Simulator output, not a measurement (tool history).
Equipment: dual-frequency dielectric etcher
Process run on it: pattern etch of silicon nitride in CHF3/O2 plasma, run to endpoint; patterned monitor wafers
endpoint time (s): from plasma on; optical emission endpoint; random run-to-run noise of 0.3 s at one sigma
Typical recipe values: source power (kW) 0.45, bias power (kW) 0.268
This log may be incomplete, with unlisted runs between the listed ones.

run   hour  source power (kW)  bias power (kW)  wafers since the last listed run  hours since the last wet clean  hours since the last source power generator calibration  hours since the last bias power generator calibration  hours since the last upper electrode change  incoming incoming film thickness, nm  endpoint time (s)
  1      0               0.53            0.268                                 0                            97.1                                                    719.9                                                 3102.1                                       4245.8                                 104.2               67.8
  2     59               0.45            0.268                               692                           156.1                                                    778.9                                                 3161.1                                       4304.8                                 105.3               71.2
  3  116.7               0.51            0.268                               676                           213.8                                                    836.6                                                 3218.8                                       4362.5                                 104.7               68.5
  4    200               0.51            0.268                               977                           297.1                                                    919.9                                                 3302.1                                       4445.8                                 104.9               67.9
  5  259.2               0.45            0.268                               694                           356.3                                                    979.1                                                 3361.3                                         4505                                   105               70.1
  6  362.6               0.45            0.268                              1212                           459.7                                                   1082.5                                                 3464.7                                       4608.4                                 104.6               68.7
     438.1  -- wet clean of the chamber
  7  438.6               0.45            0.268                               609                             0.5                                                   1158.5                                                 3540.7                                       4684.4                                 104.6               72.3
  8    482               0.45            0.268                               509                            43.9                                                   1201.9                                                 3584.1                                       4727.8                                 104.1               70.6

Run 9 has not been measured yet. What should we expect?
  9  560.7               0.45            0.268                               923                           122.6                                                   1280.6                                                 3662.8                                       4806.5                                 105.2                  ?

{"run 9": {"endpoint time (s)": 71.4}}
Were there no unlogged condition in the tool, this run, its random variation unchanged, would have produced endpoint time (s) 72.
